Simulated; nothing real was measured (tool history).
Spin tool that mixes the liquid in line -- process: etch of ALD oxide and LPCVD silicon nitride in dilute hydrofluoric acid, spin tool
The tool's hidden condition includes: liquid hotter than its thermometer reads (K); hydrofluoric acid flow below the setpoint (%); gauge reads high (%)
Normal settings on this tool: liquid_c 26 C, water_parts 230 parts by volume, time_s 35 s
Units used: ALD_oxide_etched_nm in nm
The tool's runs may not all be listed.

| run | day | liquid_c | water_parts | time_s | wafers since the last listed run | hours since the thermometer was replaced | hours since the hydrofluoric acid flow meter was replaced | hours since the gauge calibration | read-back film thickness of the ALD oxide reference wafer, read on the same gauge (nm) | ALD_oxide_etched_nm |
|---|---|---|---|---|---|---|---|---|---|---|
| 1 | 0 | 26 | 230 | 35 | 0 | 168.5 | 361.9 | 191.7 | 90.022 | 5.05 |
| 2 | 2.946 | 26 | 230 | 35 | 1207 | 239.2 | 432.6 | 262.4 | 90.011 | 5.012 |
| 3 | 6.783 | 26 | 230 | 35 | 1573 | 331.3 | 524.7 | 354.5 | 90.024 | 5.029 |
| 4 | 9.662 | 26 | 275 | 45 | 1180 | 400.4 | 593.8 | 423.6 | 89.961 | 5.186 |
| 5 | 12.525 | 26 | 275 | 45 | 1173 | 469.1 | 662.5 | 492.3 | 90.021 | 5.196 |
| 6 | 16.788 | 26 | 275 | 45 | 1747 | 571.4 | 764.8 | 594.6 | 90.025 | 5.148 |
|  | 18.604 | thermometer replaced, repeated, since the last time left the tool worse |
| 7 | 21.221 | 26 | 230 | 35 | 1800 | 62.8 | 871.2 | 701 | 89.981 | 4.57 |
| 8 | 24.775 | 26 | 230 | 35 | 1457 | 148.1 | 956.5 | 786.3 | 89.992 | 4.569 |
| 9 | 26.983 | 23 | 230 | 35 | 905 | 201.1 | 1009.5 | 839.3 | 89.987 | 4.085 |
| 10 | 28.6 | 26 | 230 | 35 | 662 | 239.9 | 1048.3 | 878.1 | 90.008 | 4.594 |
| 11 | 32.883 | 26 | 345 | 40 | 1756 | 342.7 | 1151.1 | 980.9 | 89.955 | 3.103 |
| 12 | 37.112 | 30.5 | 290 | 20 | 1734 | 444.2 | 1252.6 | 1082.4 | 89.974 | 2.276 |
| 13 | 39.638 | 23 | 160 | 45 | 1035 | 504.8 | 1313.2 | 1143 | 89.99 | 8.37 |
| 14 | 42.9 | 21.5 | 230 | 50 | 1337 | 583.1 | 1391.5 | 1221.3 | 89.989 | 5.645 |
| 15 | 45.146 | 26 | 230 | 20 | 920 | 637 | 1445.4 | 1275.2 | 89.993 | 2.655 |
| 16 | 47.262 | 28 | 130 | 35 | 867 | 687.8 | 1496.2 | 1326 | 90.024 | 10.039 |
| 17 | 50.133 | 30.5 | 310 | 20 | 1177 | 756.7 | 1565.1 | 1394.9 | 90.009 | 2.103 |
| 18 | 52.971 | 26 | 230 | 35 | 1163 | 824.8 | 1633.2 | 1463 | 89.98 | 4.665 |
| 19 | 56.917 | 26 | 230 | 50 | 1617 | 919.5 | 1727.9 | 1557.7 | 90.044 | 6.634 |
| 20 | 60.875 | 26 | 230 | 55 | 1622 | 1014.5 | 1822.9 | 1652.7 | 89.977 | 7.385 |
| 21 | 62.379 | 27.5 | 230 | 25 | 616 | 1050.6 | 1859 | 1688.8 | 89.975 | 3.543 |
| 22 | 66.05 | 24 | 310 | 35 | 1505 | 1138.7 | 1947.1 | 1776.9 | 89.974 | 3.007 |
| 23 | 67.796 | 22.5 | 180 | 25 | 715 | 1180.6 | 1989 | 1818.8 | 89.97 | 4.016 |
| 24 | 71.304 | 24.5 | 150 | 55 | 1438 | 1264.8 | 2073.2 | 1903 | 90.034 | 11.914 |
| 25 | 74.317 | 28 | 230 | 45 | 1235 | 1337.1 | 2145.5 | 1975.3 | 89.995 | 6.517 |

How the hidden state differs across the entries between the runs, from the last listed run before each to the first after it:
After run 6, before run 7: thermometer replaced, repeated, since the last time left the tool worse (day 18.604)
  liquid hotter than its thermometer reads (K): 3.21 -> 0.0662
  difference, measured minus the result without the unlogged condition, ALD_oxide_etched_nm: +0.528 -> +0.011 nm

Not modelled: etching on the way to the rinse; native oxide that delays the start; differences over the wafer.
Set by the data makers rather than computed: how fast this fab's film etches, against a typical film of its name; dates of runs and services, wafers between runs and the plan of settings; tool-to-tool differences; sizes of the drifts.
